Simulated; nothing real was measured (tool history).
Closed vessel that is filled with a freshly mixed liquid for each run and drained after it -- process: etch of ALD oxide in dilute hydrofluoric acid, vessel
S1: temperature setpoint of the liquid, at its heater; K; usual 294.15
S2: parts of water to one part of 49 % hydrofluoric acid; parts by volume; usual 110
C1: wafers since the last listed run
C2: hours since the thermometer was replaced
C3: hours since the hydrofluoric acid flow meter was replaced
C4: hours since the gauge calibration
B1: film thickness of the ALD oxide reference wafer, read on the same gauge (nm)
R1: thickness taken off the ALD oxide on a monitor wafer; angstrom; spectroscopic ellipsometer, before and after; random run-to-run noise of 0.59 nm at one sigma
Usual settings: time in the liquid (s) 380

{"run": 1, "hour": 0.0, "S1": 294.15, "S2": 110, "time in the liquid (s)": 380, "C1": 0, "C2": 1207.8, "C3": 804.8, "C4": 501.5, "B1": 130.0, "R1": 675.3}
{"run": 2, "hour": 14.6, "S1": 294.15, "S2": 140, "time in the liquid (s)": 465, "C1": 920, "C2": 1222.4, "C3": 819.4, "C4": 516.1, "B1": 129.98, "R1": 629.4}
{"run": 3, "hour": 66.4, "S1": 294.15, "S2": 110, "time in the liquid (s)": 380, "C1": 3264, "C2": 1274.2, "C3": 871.2, "C4": 567.9, "B1": 130.0, "R1": 687.4}
{"run": 4, "hour": 92.9, "S1": 294.15, "S2": 110, "time in the liquid (s)": 380, "C1": 1669, "C2": 1300.7, "C3": 897.7, "C4": 594.4, "B1": 130.0, "R1": 674.8}
{"run": 5, "hour": 109.8, "S1": 294.15, "S2": 110, "time in the liquid (s)": 380, "C1": 1064, "C2": 1317.6, "C3": 914.6, "C4": 611.3, "B1": 129.99, "R1": 679.4}
{"run": 6, "hour": 133.4, "S1": 294.15, "S2": 110, "time in the liquid (s)": 380, "C1": 1487, "C2": 1341.2, "C3": 938.2, "C4": 634.9, "B1": 129.99, "R1": 677.2}
{"run": 7, "hour": 149.1, "S1": 294.15, "S2": 135, "time in the liquid (s)": 380, "C1": 989, "C2": 1356.9, "C3": 953.9, "C4": 650.6, "B1": 129.97, "R1": 543.6}
{"run": 8, "hour": 170.0, "S1": 294.15, "S2": 135, "time in the liquid (s)": 380, "C1": 1317, "C2": 1377.8, "C3": 974.8, "C4": 671.5, "B1": 129.98, "R1": 535.5}
{"run": 9, "hour": 205.3, "S1": 294.15, "S2": 135, "time in the liquid (s)": 380, "C1": 2224, "C2": 1413.1, "C3": 1010.1, "C4": 706.8, "B1": 130.03, "R1": 546.4}
{"hour": 209.5, "done": "thermometer replaced"}
{"hour": 219.6, "done": "gauge calibrated"}
{"run": 10, "hour": 234.4, "S1": 294.15, "S2": 110, "time in the liquid (s)": 380, "C1": 1770, "C2": 24.9, "C3": 1039.2, "C4": 14.8, "B1": 130.02, "R1": 629.7}
{"run": 11, "hour": 254.7, "S1": 294.15, "S2": 110, "time in the liquid (s)": 380, "C1": 1279, "C2": 45.2, "C3": 1059.5, "C4": 35.1, "B1": 130.01, "R1": 627.9}
{"run": 12, "hour": 285.6, "S1": 294.15, "S2": 110, "time in the liquid (s)": 380, "C1": 1947, "C2": 76.1, "C3": 1090.4, "C4": 66.0, "B1": 130.01, "R1": 626.9}
{"run": 13, "hour": 313.8, "S1": 294.15, "S2": 110, "time in the liquid (s)": 380, "C1": 1777, "C2": 104.3, "C3": 1118.6, "C4": 94.2, "B1": 129.98, "R1": 628.6}
{"run": 14, "hour": 346.6, "S1": 294.15, "S2": 110, "time in the liquid (s)": 570, "C1": 2066, "C2": 137.1, "C3": 1151.4, "C4": 127.0, "B1": 130.02, "R1": 941.1}
{"run": 15, "hour": 369.6, "S1": 295.65, "S2": 140, "time in the liquid (s)": 540, "C1": 1449, "C2": 160.1, "C3": 1174.4, "C4": 150.0, "B1": 129.99, "R1": 738.9}
{"run": 16, "hour": 386.8, "S1": 294.15, "S2": 110, "time in the liquid (s)": 380, "C1": 1083, "C2": 177.3, "C3": 1191.6, "C4": 167.2, "B1": 130.02, "R1": 631.7}
{"run": 17, "hour": 410.9, "S1": 294.15, "S2": 70, "time in the liquid (s)": 380, "C1": 1518, "C2": 201.4, "C3": 1215.7, "C4": 191.3, "B1": 129.99, "R1": 1055.5}
{"hour": 428.7, "done": "hydrofluoric acid flow meter replaced"}
{"run": 18, "hour": 465.2, "S1": 291.65, "S2": 110, "time in the liquid (s)": 380, "C1": 3358, "C2": 255.7, "C3": 36.5, "C4": 245.6, "B1": 130.03, "R1": 577.1}
{"run": 19, "hour": 497.0, "S1": 297.15, "S2": 110, "time in the liquid (s)": 380, "C1": 2003, "C2": 287.5, "C3": 68.3, "C4": 277.4, "B1": 130.03, "R1": 727.9}
{"run": 20, "hour": 522.6, "S1": 294.15, "S2": 110, "time in the liquid (s)": 380, "C1": 1613, "C2": 313.1, "C3": 93.9, "C4": 303.0, "B1": 130.02, "R1": 635.4}
{"run": 21, "hour": 535.6, "S1": 290.15, "S2": 95, "time in the liquid (s)": 380, "C1": 819, "C2": 326.1, "C3": 106.9, "C4": 316.0, "B1": 130.01, "R1": 645.1}
{"run": 22, "hour": 554.5, "S1": 290.15, "S2": 80, "time in the liquid (s)": 475, "C1": 1190, "C2": 345.0, "C3": 125.8, "C4": 334.9, "B1": 129.97, "R1": 976.3}

3 ways to go on from here, each from the tool as it stands after run 22. What would each give?
{"run": "A", "hour": 555.3, "S1": 294.15, "S2": 110, "time in the liquid (s)": 465, "C1": 50, "C2": 345.8, "C3": 126.6, "C4": 335.7, "B1": "?", "R1": "?"}
{"run": "B", "hour": 555.3, "S1": 295.65, "S2": 130, "time in the liquid (s)": 380, "C1": 50, "C2": 345.8, "C3": 126.6, "C4": 335.7, "B1": "?", "R1": "?"}
{"run": "C", "hour": 555.3, "S1": 290.15, "S2": 110, "time in the liquid (s)": 380, "C1": 50, "C2": 345.8, "C3": 126.6, "C4": 335.7, "B1": "?", "R1": "?"}

run=A B1=130.00 R1=798.0
run=B B1=130.00 R1=572.2
run=C B1=130.00 R1=553.9
What these runs would have given with no unlogged condition in the tool:
run=A R1=768.7
run=B R1=551.7
run=C R1=532.8

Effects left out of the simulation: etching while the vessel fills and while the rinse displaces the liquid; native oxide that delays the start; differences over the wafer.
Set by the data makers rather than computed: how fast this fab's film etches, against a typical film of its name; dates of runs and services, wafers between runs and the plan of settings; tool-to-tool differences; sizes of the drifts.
